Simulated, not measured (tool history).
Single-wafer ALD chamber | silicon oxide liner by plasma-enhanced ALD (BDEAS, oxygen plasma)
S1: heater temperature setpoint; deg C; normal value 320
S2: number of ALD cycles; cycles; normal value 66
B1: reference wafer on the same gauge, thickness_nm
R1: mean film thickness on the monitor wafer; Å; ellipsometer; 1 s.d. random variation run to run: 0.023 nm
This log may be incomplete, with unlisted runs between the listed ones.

{"run": 1, "hour": 0.0, "S1": 314, "S2": 56, "B1": 5.219, "R1": 46.68}
{"run": 2, "hour": 18.0, "S1": 320, "S2": 66, "B1": 5.217, "R1": 54.06}
{"run": 3, "hour": 49.9, "S1": 320, "S2": 66, "B1": 5.225, "R1": 54.25}
{"run": 4, "hour": 76.0, "S1": 320, "S2": 66, "B1": 5.218, "R1": 54.28}
{"run": 5, "hour": 92.1, "S1": 317, "S2": 56, "B1": 5.224, "R1": 46.28}
{"run": 6, "hour": 113.3, "S1": 317, "S2": 56, "B1": 5.22, "R1": 46.29}
{"run": 7, "hour": 147.2, "S1": 323, "S2": 75, "B1": 5.221, "R1": 61.69}
{"run": 8, "hour": 181.9, "S1": 323, "S2": 75, "B1": 5.218, "R1": 61.46}
{"run": 9, "hour": 201.3, "S1": 320, "S2": 66, "B1": 5.219, "R1": 54.36}
{"run": 10, "hour": 222.1, "S1": 320, "S2": 66, "B1": 5.217, "R1": 54.55}
{"hour": 231.4, "done": "gauge calibrated"}
{"run": 11, "hour": 243.0, "S1": 320, "S2": 75, "B1": 5.216, "R1": 61.69}
{"run": 12, "hour": 266.5, "S1": 324, "S2": 66, "B1": 5.221, "R1": 53.85}
{"run": 13, "hour": 299.1, "S1": 324, "S2": 66, "B1": 5.221, "R1": 54.15}
{"run": 14, "hour": 328.0, "S1": 320, "S2": 66, "B1": 5.218, "R1": 54.46}
{"run": 15, "hour": 429.6, "S1": 320, "S2": 66, "B1": 5.223, "R1": 54.4}
{"run": 16, "hour": 459.4, "S1": 320, "S2": 66, "B1": 5.217, "R1": 54.75}
{"run": 17, "hour": 488.6, "S1": 320, "S2": 66, "B1": 5.221, "R1": 54.59}
{"run": 18, "hour": 511.1, "S1": 320, "S2": 66, "B1": 5.217, "R1": 54.13}
{"hour": 549.1, "done": "thermocouple changed; heater temperature recalibrated"}
{"run": 19, "hour": 549.6, "S1": 320, "S2": 66, "B1": 5.223, "R1": 54.23}
{"run": 20, "hour": 574.9, "S1": 320, "S2": 66, "B1": 5.221, "R1": 54.24}
{"run": 21, "hour": 590.6, "S1": 320, "S2": 75, "B1": 5.219, "R1": 61.69}
{"run": 22, "hour": 607.3, "S1": 320, "S2": 66, "B1": 5.22, "R1": 54.7}
{"run": 23, "hour": 619.4, "S1": 325, "S2": 70, "B1": 5.22, "R1": 57.75}
{"run": 24, "hour": 647.2, "S1": 320, "S2": 66, "B1": 5.22, "R1": 54.57}
{"run": 25, "hour": 679.0, "S1": 316, "S2": 66, "B1": 5.219, "R1": 54.65}
{"run": 26, "hour": 786.8, "S1": 306, "S2": 55, "B1": 5.216, "R1": 45.88}
{"run": 27, "hour": 821.6, "S1": 320, "S2": 66, "B1": 5.217, "R1": 54.48}
{"run": 28, "hour": 841.1, "S1": 320, "S2": 66, "B1": 5.218, "R1": 54.09}
{"run": 29, "hour": 874.5, "S1": 326, "S2": 66, "B1": 5.215, "R1": 53.96}

Forecast run 30:
{"hour": 909.7, "done": "gauge calibrated"}
{"run": 30, "hour": 968.4, "S1": 320, "S2": 66, "B1": "?", "R1": "?"}

{"run 30": {"B1": 5.215, "R1": 54.74}}
With the hidden condition absent and the run-to-run variation left alone, this run would have shown R1 54.74 Å.
